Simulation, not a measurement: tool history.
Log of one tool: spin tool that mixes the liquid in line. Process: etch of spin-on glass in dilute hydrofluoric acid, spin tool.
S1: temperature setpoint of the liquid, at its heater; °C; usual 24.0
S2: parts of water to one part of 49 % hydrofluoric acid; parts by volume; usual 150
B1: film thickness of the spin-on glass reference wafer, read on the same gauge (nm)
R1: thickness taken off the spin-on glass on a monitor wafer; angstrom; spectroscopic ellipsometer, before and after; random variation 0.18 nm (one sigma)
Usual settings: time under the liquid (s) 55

{"run": 1, "day": 0.0, "S1": 25.5, "S2": 150, "time under the liquid (s)": 55, "B1": 149.96, "R1": 205.1}
{"run": 2, "day": 4.488, "S1": 24.0, "S2": 150, "time under the liquid (s)": 55, "B1": 149.95, "R1": 196.3}
{"run": 3, "day": 6.5, "S1": 24.0, "S2": 150, "time under the liquid (s)": 55, "B1": 149.95, "R1": 199.2}
{"run": 4, "day": 9.079, "S1": 24.0, "S2": 150, "time under the liquid (s)": 55, "B1": 149.98, "R1": 198.3}
{"run": 5, "day": 20.492, "S1": 24.0, "S2": 150, "time under the liquid (s)": 55, "B1": 150.03, "R1": 195.9}
{"run": 6, "day": 22.429, "S1": 24.0, "S2": 150, "time under the liquid (s)": 55, "B1": 150.0, "R1": 197.9}
{"run": 7, "day": 24.8, "S1": 24.0, "S2": 150, "time under the liquid (s)": 55, "B1": 150.01, "R1": 195.9}
{"run": 8, "day": 31.962, "S1": 24.0, "S2": 115, "time under the liquid (s)": 75, "B1": 150.0, "R1": 364.6}
{"run": 9, "day": 33.846, "S1": 24.0, "S2": 115, "time under the liquid (s)": 75, "B1": 149.99, "R1": 363.8}
{"run": 10, "day": 35.608, "S1": 24.0, "S2": 115, "time under the liquid (s)": 75, "B1": 150.01, "R1": 364.5}
{"run": 11, "day": 38.433, "S1": 24.0, "S2": 150, "time under the liquid (s)": 55, "B1": 150.03, "R1": 199.3}
{"run": 12, "day": 41.317, "S1": 24.0, "S2": 150, "time under the liquid (s)": 40, "B1": 149.94, "R1": 143.2}
{"run": 13, "day": 53.688, "S1": 27.0, "S2": 150, "time under the liquid (s)": 30, "B1": 150.05, "R1": 121.1}
{"run": 14, "day": 64.704, "S1": 21.0, "S2": 100, "time under the liquid (s)": 80, "B1": 150.0, "R1": 400.6}
{"run": 15, "day": 67.312, "S1": 24.0, "S2": 150, "time under the liquid (s)": 55, "B1": 149.98, "R1": 198.4}
{"run": 16, "day": 68.929, "S1": 24.0, "S2": 190, "time under the liquid (s)": 55, "B1": 149.98, "R1": 150.0}
{"run": 17, "day": 71.504, "S1": 24.0, "S2": 150, "time under the liquid (s)": 30, "B1": 150.01, "R1": 107.6}
{"run": 18, "day": 73.192, "S1": 24.0, "S2": 150, "time under the liquid (s)": 85, "B1": 150.04, "R1": 304.3}
{"run": 19, "day": 74.704, "S1": 22.0, "S2": 175, "time under the liquid (s)": 85, "B1": 150.01, "R1": 236.7}
{"run": 20, "day": 80.938, "S1": 19.0, "S2": 150, "time under the liquid (s)": 55, "B1": 149.97, "R1": 159.0}
{"run": 21, "day": 92.254, "S1": 24.0, "S2": 170, "time under the liquid (s)": 55, "B1": 150.01, "R1": 171.9}
{"run": 22, "day": 93.762, "S1": 24.0, "S2": 150, "time under the liquid (s)": 55, "B1": 149.95, "R1": 198.5}
{"run": 23, "day": 98.079, "S1": 28.5, "S2": 115, "time under the liquid (s)": 35, "B1": 149.98, "R1": 204.7}
{"run": 24, "day": 101.308, "S1": 24.0, "S2": 150, "time under the liquid (s)": 55, "B1": 149.98, "R1": 194.0}
{"run": 25, "day": 105.0, "S1": 25.5, "S2": 85, "time under the liquid (s)": 85, "B1": 149.98, "R1": 617.6}
{"run": 26, "day": 106.612, "S1": 27.0, "S2": 200, "time under the liquid (s)": 45, "B1": 149.99, "R1": 130.7}
{"run": 27, "day": 110.342, "S1": 24.0, "S2": 115, "time under the liquid (s)": 75, "B1": 150.02, "R1": 366.0}
{"run": 28, "day": 112.062, "S1": 24.0, "S2": 200, "time under the liquid (s)": 55, "B1": 150.05, "R1": 138.8}
{"run": 29, "day": 115.479, "S1": 21.0, "S2": 150, "time under the liquid (s)": 55, "B1": 149.97, "R1": 175.7}
{"run": 30, "day": 117.738, "S1": 24.0, "S2": 150, "time under the liquid (s)": 55, "B1": 150.04, "R1": 195.4}
{"run": 31, "day": 119.425, "S1": 24.0, "S2": 150, "time under the liquid (s)": 55, "B1": 150.03, "R1": 199.5}
{"run": 32, "day": 121.108, "S1": 24.0, "S2": 150, "time under the liquid (s)": 35, "B1": 149.98, "R1": 126.3}
{"run": 33, "day": 122.988, "S1": 29.0, "S2": 220, "time under the liquid (s)": 30, "B1": 149.98, "R1": 81.5}
{"run": 34, "day": 127.458, "S1": 24.0, "S2": 100, "time under the liquid (s)": 55, "B1": 149.99, "R1": 315.0}

Taken out of this log: 6 entries between the listed runs. Where each belongs, and how the hidden state differs across it:
Between runs 4 and 5: thermometer replaced (day 13.042)
  no hidden state differs between the two runs
Between runs 12 and 13: hydrofluoric acid flow meter replaced (day 46.371)
  no hidden state differs between the two runs
Between runs 18 and 19: gauge calibrated (day 74.588)
  no hidden state differs between the two runs
Between runs 20 and 21: thermometer replaced (day 81.346); hydrofluoric acid flow meter replaced (day 86.571)
  no hidden state differs between the two runs
Between runs 33 and 34: hydrofluoric acid flow meter replaced (day 123.238)
  no hidden state differs between the two runs
